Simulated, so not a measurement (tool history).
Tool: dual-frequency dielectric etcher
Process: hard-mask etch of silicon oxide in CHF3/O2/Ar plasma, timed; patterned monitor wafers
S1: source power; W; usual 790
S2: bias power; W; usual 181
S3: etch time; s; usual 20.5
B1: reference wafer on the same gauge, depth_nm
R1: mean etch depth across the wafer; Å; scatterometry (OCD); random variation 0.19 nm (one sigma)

run	day	S1	S2	S3	B1	R1
1	0.000	880	165	20.5	46.31	421.8
2	1.629	880	165	20.5	46.31	418.6
3	7.821	880	165	20.5	46.37	422.3
4	11.150	790	181	20.5	46.34	405.9
5	14.462	790	181	20.5	46.35	405.4
6	17.654	790	181	20.5	46.38	407.9
# day 20.200: wet clean of the chamber
7	20.221	790	181	20.5	46.35	406.0
8	23.588	790	181	20.5	46.28	405.5
9	25.354	680	181	18.5	46.27	335.3
# day 26.721: gauge calibrated
10	29.325	790	181	20.5	46.44	405.3
11	31.033	790	181	20.5	46.44	407.5
12	33.521	790	181	20.5	46.40	407.6
13	35.371	790	181	20.5	46.38	409.2
# day 37.783: bias power generator calibrated
14	37.804	790	181	20.5	46.42	410.3
15	41.688	630	181	20.5	46.34	352.1
# day 43.992: wet clean of the chamber
16	44.404	640	213	22.5	46.42	409.4
17	46.429	790	181	20.5	46.37	410.6
18	49.871	720	137	26.5	46.49	472.1
19	53.058	790	136	20.5	46.45	384.4
20	54.904	790	203	20.5	46.42	423.1
21	57.992	650	220	19.0	46.43	352.0
# day 61.988: upper electrode replaced
22	62.008	790	181	25.0	46.39	502.8
# day 62.267: source power generator calibrated
# day 65.204: wet clean of the chamber
23	65.225	790	218	20.5	46.33	421.6
24	67.717	790	181	20.5	46.44	405.7
25	70.004	930	161	23.0	46.47	483.0
26	74.104	790	181	20.5	46.36	403.1
27	76.308	790	200	24.0	46.49	489.8
28	80.117	730	181	25.5	46.41	479.4

Run 29 comes next. What will it give?
29	82.467	990	181	15.5	?	?

B1: 46.27
R1: 348.5 Å
Without the tool's hidden state the same run would have given R1 340.5 Å.

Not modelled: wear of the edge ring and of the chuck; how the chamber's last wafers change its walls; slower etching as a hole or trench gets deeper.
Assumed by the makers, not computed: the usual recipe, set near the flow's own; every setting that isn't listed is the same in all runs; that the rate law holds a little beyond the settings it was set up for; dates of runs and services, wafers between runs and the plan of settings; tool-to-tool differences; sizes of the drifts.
